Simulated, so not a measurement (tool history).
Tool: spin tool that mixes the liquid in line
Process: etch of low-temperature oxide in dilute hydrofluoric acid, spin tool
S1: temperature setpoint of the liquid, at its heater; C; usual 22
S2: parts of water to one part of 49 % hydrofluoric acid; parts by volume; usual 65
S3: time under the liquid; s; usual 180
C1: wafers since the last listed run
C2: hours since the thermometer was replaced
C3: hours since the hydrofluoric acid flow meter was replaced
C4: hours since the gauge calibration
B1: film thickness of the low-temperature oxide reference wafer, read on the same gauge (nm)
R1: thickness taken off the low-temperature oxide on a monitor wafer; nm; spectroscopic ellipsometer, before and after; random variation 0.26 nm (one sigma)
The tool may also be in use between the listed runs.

run     day    S1  S2   S3    C1      C2     C3      C4      B1     R1
  1       0    22  65  180     0   799.2    893     493  129.98  27.19
  2   2.621    22  65  180   555   862.1  955.9   555.9     130  27.68
      4.096  -- hydrofluoric acid flow meter replaced
  3   4.562    22  65  180   402   908.7   11.2   602.5     130  30.12
  4  15.412    22  65  145  2300  1169.1  271.6   862.9     130  23.84
  5  19.108    22  65  180   783  1257.8  360.3   951.6     130  29.25
  6  22.017    22  65  180   616  1327.6  430.1  1021.4  129.99  29.29
  7   23.95    22  65  180   409    1374  476.5  1067.8  130.01  29.34
  8  27.204    22  65  180   689  1452.1  554.6  1145.9  129.98  28.47
  9  30.808    22  65  180   764  1538.6  641.1  1232.4     130  28.81
 10  32.983    22  65  180   461  1590.8  693.3  1284.6  130.01   29.2
     34.979  -- gauge calibrated
 11  36.075    22  65  180   655    1665  767.5    26.3  130.02  29.06
 12  37.708    24  65  180   346  1704.2  806.7    65.5  129.98  30.89
     41.146  -- hydrofluoric acid flow meter replaced
 13  41.167  26.5  40   90   724  1787.2    0.5   148.5     130  31.63
     42.592  -- thermometer replaced
 14  43.625  17.5  75  265   512    24.8   59.5   207.5  130.01  29.97
 15  46.979    22  65   85   711   105.3    140     288     130  13.45
 16  49.333    25  80  215   499   161.8  196.5   344.5  130.01  30.48
 17  52.042    22  65  180   574   226.8  261.5   409.5  129.99   28.1
 18  55.429    27  75  135   718   308.1  342.8   490.8  130.01  21.78
 19  58.712    22  65  180   696   386.9  421.6   569.6  129.99  27.72
 20  60.479    22  65  180   374   429.3    464     612     130  28.18
 21  62.562    22  65   75   441   479.3    514     662     130  11.63

The same runs without the tool's hidden state, with the same run-to-run variation:
The hidden state here: liquid hotter than its thermometer reads (K); hydrofluoric acid flow below the setpoint (%); gauge reads high (%).
run     R1
  1  28.32
  2  28.92
  3  28.91
  4  23.13
  5   28.5
  6  28.63
  7  28.74
  8  27.99
  9  28.43
 10   28.9
 11  28.86
 12  30.78
 13  29.31
 14  30.14
 15  13.57
 16  30.87
 17  28.51
 18  22.22
 19  28.33
 20  28.85
 21  11.93
